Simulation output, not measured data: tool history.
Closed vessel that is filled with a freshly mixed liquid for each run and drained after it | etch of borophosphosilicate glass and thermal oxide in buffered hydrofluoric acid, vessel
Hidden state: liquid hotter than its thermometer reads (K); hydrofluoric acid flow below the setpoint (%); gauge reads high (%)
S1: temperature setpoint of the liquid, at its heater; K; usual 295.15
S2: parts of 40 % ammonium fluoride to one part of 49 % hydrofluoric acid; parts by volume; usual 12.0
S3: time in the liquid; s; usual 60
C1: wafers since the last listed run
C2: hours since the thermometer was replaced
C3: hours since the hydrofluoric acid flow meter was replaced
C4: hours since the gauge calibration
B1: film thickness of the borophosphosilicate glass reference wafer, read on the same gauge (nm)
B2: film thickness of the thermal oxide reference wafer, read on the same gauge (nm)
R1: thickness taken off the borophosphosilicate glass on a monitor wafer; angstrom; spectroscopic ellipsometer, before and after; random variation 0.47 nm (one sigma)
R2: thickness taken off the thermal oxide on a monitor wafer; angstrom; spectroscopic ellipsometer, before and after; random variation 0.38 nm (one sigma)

run,hour,S1,S2,S3,C1,C2,C3,C4,B1,B2,R1,R2
1,0.0,295.15,14.5,35,0,85.6,400.4,318.1,39.98,130.02,337.7,264.7
2,16.4,299.15,7.5,30,1784,102.0,416.8,334.5,40.03,130.03,664.3,525.5
3,30.9,292.65,12.0,35,1577,116.5,431.3,349.0,40.01,129.99,355.5,279.3
4,41.1,295.15,12.0,60,1109,126.7,441.5,359.2,39.98,129.95,696.4,545.9
5,54.3,290.65,12.0,60,1436,139.9,454.7,372.4,39.99,130.01,549.7,424.5
6,66.7,295.15,9.0,60,1349,152.3,467.1,384.8,40.01,130.02,917.6,714.3
7,80.5,295.15,9.5,50,1501,166.1,480.9,398.6,40.03,129.99,732.6,574.8
# hour 87.1: hydrofluoric acid flow meter replaced
8,129.7,295.15,14.0,30,5244,215.3,42.6,447.8,40.01,130.00,310.4,245.3
9,141.1,292.65,12.0,60,1240,226.7,54.0,459.2,40.01,130.00,633.6,497.2
10,157.6,291.15,14.0,80,1795,243.2,70.5,475.7,39.98,130.01,665.4,516.2
11,166.1,295.15,12.0,60,924,251.7,79.0,484.2,40.01,129.99,722.6,574.1
12,180.3,296.65,16.5,60,1545,265.9,93.2,498.4,40.01,129.99,578.6,451.2
13,187.7,290.65,16.5,40,805,273.3,100.6,505.8,39.97,130.04,276.6,216.6
14,194.2,298.65,10.5,60,707,279.8,107.1,512.3,39.98,129.99,999.6,786.7
# hour 198.0: gauge calibrated
15,205.2,296.65,8.0,60,1196,290.8,118.1,7.2,39.95,130.00,1143.8,897.3
16,213.1,292.65,13.5,80,859,298.7,126.0,15.1,39.97,130.00,747.7,593.0
17,219.8,295.15,14.0,60,729,305.4,132.7,21.8,40.00,129.99,624.6,494.9
18,259.8,298.15,12.0,60,4352,345.4,172.7,61.8,40.02,129.99,859.1,671.8
19,272.9,299.15,9.0,60,1425,358.5,185.8,74.9,40.01,130.00,1158.1,901.4
20,288.2,292.15,12.0,50,1664,373.8,201.1,90.2,40.00,129.99,509.8,398.6
21,306.0,295.15,12.0,60,1936,391.6,218.9,108.0,40.01,130.00,733.0,574.6
22,321.8,298.65,10.5,60,1719,407.4,234.7,123.8,40.01,130.01,1003.0,786.9
23,331.2,295.15,10.5,75,1022,416.8,244.1,133.2,40.02,130.02,1042.6,815.9
24,344.1,298.65,12.0,60,1403,429.7,257.0,146.1,40.01,130.04,883.9,702.7
25,354.5,295.15,17.0,60,1131,440.1,267.4,156.5,40.01,129.99,518.1,407.4

Forecast each of these 4 alternatives for the next run:
A,355.2,295.15,12.0,80,76,440.8,268.1,157.2,?,?,?,?
B,355.2,291.15,12.0,60,76,440.8,268.1,157.2,?,?,?,?
C,355.2,295.15,12.0,90,76,440.8,268.1,157.2,?,?,?,?
D,355.2,295.15,12.0,35,76,440.8,268.1,157.2,?,?,?,?

run,B1,B2,R1,R2
A,40.03,130.04,973.8,755.6
B,40.03,130.04,586.0,453.5
C,40.03,130.04,1095.5,850.1
D,40.03,130.04,426.0,330.6
Without the tool's hidden state the same runs would have given:
run,R1,R2
A,952.3,738.4
B,572.4,442.6
C,1071.3,830.7
D,416.6,323.1
